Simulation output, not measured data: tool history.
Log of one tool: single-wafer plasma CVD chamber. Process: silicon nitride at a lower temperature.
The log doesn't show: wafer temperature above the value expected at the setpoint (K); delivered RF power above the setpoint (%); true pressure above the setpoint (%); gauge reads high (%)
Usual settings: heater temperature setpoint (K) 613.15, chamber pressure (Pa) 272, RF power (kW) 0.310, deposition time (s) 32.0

run,hour,heater temperature setpoint (K),chamber pressure (Pa),RF power (kW),deposition time (s),wafers since the last listed run,hours since the last thermocouple change,hours since the last RF generator calibration,hours since the last manometer calibration,hours since the showerhead was replaced,hours since the gauge calibration,"read-back reference wafer on the same gauge, thickness_nm",mean film thickness on the monitor wafer (angstrom)
1,0.0,613.15,272,0.310,32.0,0,451.8,1429.6,709.0,2614.3,628.4,42.376,396.90
2,28.8,613.15,272,0.310,32.0,403,480.6,1458.4,737.8,2643.1,657.2,42.355,399.75
3,42.7,613.15,272,0.310,32.0,194,494.5,1472.3,751.7,2657.0,671.1,42.305,399.88
4,105.7,613.15,272,0.310,32.0,882,557.5,1535.3,814.7,2720.0,734.1,42.222,394.34
5,118.0,613.15,272,0.310,32.0,172,569.8,1547.6,827.0,2732.3,746.4,42.207,398.05
6,143.8,613.15,272,0.310,32.0,361,595.6,1573.4,852.8,2758.1,772.2,42.154,393.67
7,167.7,613.15,272,0.310,32.0,334,619.5,1597.3,876.7,2782.0,796.1,42.146,395.34
8,181.6,613.15,313,0.310,32.0,194,633.4,1611.2,890.6,2795.9,810.0,42.070,412.64
9,202.5,613.15,313,0.310,32.0,292,654.3,1632.1,911.5,2816.8,830.9,42.062,409.83
10,218.7,613.15,313,0.310,32.0,226,670.5,1648.3,927.7,2833.0,847.1,42.003,409.75
# hour 242.9: capacitance manometer re-zeroed and calibrated
11,243.4,613.15,307,0.310,32.0,233,695.2,1673.0,0.5,2857.7,871.8,41.962,409.40
12,266.6,613.15,311,0.310,32.0,324,718.4,1696.2,23.7,2880.9,895.0,41.921,406.38
13,301.4,613.15,311,0.310,32.0,487,753.2,1731.0,58.5,2915.7,929.8,41.909,408.19
# hour 329.8: gauge calibrated
14,332.2,613.15,272,0.310,32.0,431,784.0,1761.8,89.3,2946.5,2.4,43.328,407.42
15,360.9,613.15,335,0.365,27.6,401,812.7,1790.5,118.0,2975.2,31.1,43.238,414.67
16,377.3,613.15,272,0.360,32.0,229,829.1,1806.9,134.4,2991.6,47.5,43.191,451.45
17,393.9,609.15,297,0.350,36.1,232,845.7,1823.5,151.0,3008.2,64.1,43.200,504.93
18,406.9,621.15,272,0.335,35.2,182,858.7,1836.5,164.0,3021.2,77.1,43.174,467.21
19,419.6,601.15,208,0.275,36.4,177,871.4,1849.2,176.7,3033.9,89.8,43.163,393.84
# hour 446.6: showerhead replaced
20,451.7,627.15,272,0.310,28.9,337,903.5,1881.3,208.8,5.1,121.9,43.111,362.61
# hour 476.0: RF generator calibrated
21,482.4,623.15,272,0.355,27.9,317,934.2,6.4,239.5,35.8,152.6,43.071,387.02
22,526.7,607.15,272,0.310,32.0,620,978.5,50.7,283.8,80.1,196.9,43.025,405.55
23,556.4,624.15,232,0.310,32.0,415,1008.2,80.4,313.5,109.8,226.6,42.912,384.15
# hour 593.3: thermocouple changed; heater temperature recalibrated
24,593.8,613.15,272,0.310,32.0,411,0.5,117.8,350.9,147.2,264.0,42.884,400.98
25,622.5,606.15,272,0.280,32.0,401,29.2,146.5,379.6,175.9,292.7,42.865,374.13
26,635.6,628.15,328,0.290,29.8,183,42.3,159.6,392.7,189.0,305.8,42.860,371.76
27,671.2,627.15,272,0.310,32.0,498,77.9,195.2,428.3,224.6,341.4,42.767,398.99
28,745.6,607.15,272,0.290,29.9,1041,152.3,269.6,502.7,299.0,415.8,42.668,359.77
29,764.9,613.15,272,0.310,32.0,270,171.6,288.9,522.0,318.3,435.1,42.608,398.38
30,783.3,613.15,313,0.310,32.0,257,190.0,307.3,540.4,336.7,453.5,42.590,417.57

Hidden state or all else? Some run-to-run changes of mean film thickness on the monitor wafer (angstrom), split into what the settings, what came in and random variation would give without the hidden state, and what is left for the hidden state (with any gauge scatter that isn't in both results):
Run 13 -> 14: chamber pressure (Pa) 311 -> 272, gauge calibrated. mean film thickness on the monitor wafer (angstrom) -0.77: hidden state +13.39, all else -14.16.
Run 16 -> 17: heater temperature setpoint (K) 613.15 -> 609.15, chamber pressure (Pa) 272 -> 297, RF power (kW) 0.360 -> 0.350, deposition time (s) 32.0 -> 36.1. mean film thickness on the monitor wafer (angstrom) +53.48: hidden state -0.52, all else +54.00.
Run 18 -> 19: heater temperature setpoint (K) 621.15 -> 601.15, chamber pressure (Pa) 272 -> 208, RF power (kW) 0.335 -> 0.275, deposition time (s) 35.2 -> 36.4. mean film thickness on the monitor wafer (angstrom) -73.37: hidden state +0.21, all else -73.58.
Run 26 -> 27: heater temperature setpoint (K) 628.15 -> 627.15, chamber pressure (Pa) 328 -> 272, RF power (kW) 0.290 -> 0.310, deposition time (s) 29.8 -> 32.0. mean film thickness on the monitor wafer (angstrom) +27.23: hidden state -0.88, all else +28.11.
Run 27 -> 28: heater temperature setpoint (K) 627.15 -> 607.15, RF power (kW) 0.310 -> 0.290, deposition time (s) 32.0 -> 29.9. mean film thickness on the monitor wafer (angstrom) -39.22: hidden state -0.38, all else -38.84.
Run 28 -> 29: heater temperature setpoint (K) 607.15 -> 613.15, RF power (kW) 0.290 -> 0.310, deposition time (s) 29.9 -> 32.0. mean film thickness on the monitor wafer (angstrom) +38.61: hidden state -0.95, all else +39.56.

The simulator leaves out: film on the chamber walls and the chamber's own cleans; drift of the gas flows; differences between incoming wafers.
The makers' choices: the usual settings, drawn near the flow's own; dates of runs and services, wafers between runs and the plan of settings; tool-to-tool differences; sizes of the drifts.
